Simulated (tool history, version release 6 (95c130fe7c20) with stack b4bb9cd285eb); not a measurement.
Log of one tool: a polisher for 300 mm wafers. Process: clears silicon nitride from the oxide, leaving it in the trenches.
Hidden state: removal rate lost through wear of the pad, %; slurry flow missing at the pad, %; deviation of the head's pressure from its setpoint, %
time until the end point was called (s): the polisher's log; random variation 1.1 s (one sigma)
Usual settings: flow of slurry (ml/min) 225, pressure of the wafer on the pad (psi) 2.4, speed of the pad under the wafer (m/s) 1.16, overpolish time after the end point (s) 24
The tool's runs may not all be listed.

| run | hour | flow of slurry (ml/min) | pressure of the wafer on the pad (psi) | speed of the pad under the wafer (m/s) | overpolish time after the end point (s) | wafers since the last listed run | wafers polished on this pad | hours since the slurry nozzle was cleaned | hours since the head pressure was calibrated | incoming thickness of the incoming film, nm | time until the end point was called (s) |
|---|---|---|---|---|---|---|---|---|---|---|---|
| 1 | 0 | 250 | 2.4 | 1.16 | 24 | 0 | 950 | 32 | 318 | 65.4 | 82 |
|  | 16.2 | head pressure recalibrated |
|  | 66.4 | worn pad replaced by a new one |
| 2 | 73.7 | 250 | 2.4 | 1.16 | 24 | 402 | 43 | 105.7 | 57.5 | 64.5 | 85.4 |
| 3 | 158.5 | 225 | 2.4 | 1.16 | 24 | 504 | 547 | 190.5 | 142.3 | 64.6 | 85.6 |
| 4 | 201.1 | 225 | 2.4 | 1.16 | 24 | 253 | 801 | 233.1 | 184.9 | 65.5 | 84.4 |
| 5 | 257.1 | 225 | 2.4 | 1.16 | 24 | 333 | 1134 | 289.1 | 240.9 | 65 | 82.8 |
|  | 278.1 | worn pad replaced by a new one |
| 6 | 314.9 | 225 | 2.4 | 1.16 | 24 | 320 | 218 | 346.9 | 298.7 | 66.3 | 85.6 |
|  | 335.2 | slurry nozzle cleaned |
| 7 | 352.2 | 225 | 2 | 1.16 | 24 | 216 | 434 | 17 | 336 | 65.2 | 95.1 |
|  | 429.7 | head pressure recalibrated |
| 8 | 430.7 | 225 | 3 | 1.06 | 24 | 455 | 890 | 95.5 | 1 | 66 | 76.4 |
|  | 466.7 | worn pad replaced by a new one |
| 9 | 498.7 | 255 | 2.4 | 1.16 | 24 | 380 | 190 | 163.5 | 69 | 64.9 | 83.2 |
| 10 | 584.4 | 225 | 1.9 | 0.94 | 24 | 509 | 700 | 249.2 | 154.7 | 65 | 127.1 |
| 11 | 659.9 | 245 | 1.6 | 1.16 | 20 | 449 | 1149 | 324.7 | 230.2 | 65.1 | 122.2 |
|  | 666.4 | worn pad replaced by a new one |
|  | 737.9 | slurry nozzle cleaned |
| 12 | 761.8 | 245 | 2 | 0.9 | 34 | 576 | 562 | 23.9 | 332.1 | 66.1 | 121.9 |
| 13 | 834.6 | 245 | 1.6 | 1.16 | 20 | 433 | 995 | 96.7 | 404.9 | 64.5 | 116.9 |
|  | 851.3 | head pressure recalibrated |
|  | 886.9 | worn pad replaced by a new one |
| 14 | 892.9 | 225 | 2.4 | 1.16 | 24 | 311 | 35 | 155 | 41.6 | 64.9 | 87.7 |

Forecast each of these 4 alternatives for the next run:
| A | 893.3 | 160 | 2.4 | 1.16 | 24 | 2 | 38 | 155.4 | 42 | 65.2 | ? |
| B | 893.3 | 225 | 2.4 | 1.16 | 35 | 2 | 38 | 155.4 | 42 | 65.2 | ? |
| C | 893.3 | 255 | 1.9 | 1.16 | 35 | 2 | 38 | 155.4 | 42 | 65.2 | ? |
| D | 893.3 | 160 | 2.7 | 1.52 | 19 | 2 | 38 | 155.4 | 42 | 65.2 | ? |

| run | time until the end point was called (s) |
|---|---|
| A | 94 |
| B | 89.8 |
| C | 111.8 |
| D | 66.6 |
Without the tool's hidden state the same runs would have given:
| run | time until the end point was called (s) |
|---|---|
| A | 93.9 |
| B | 89.6 |
| C | 111.6 |
| D | 66.4 |
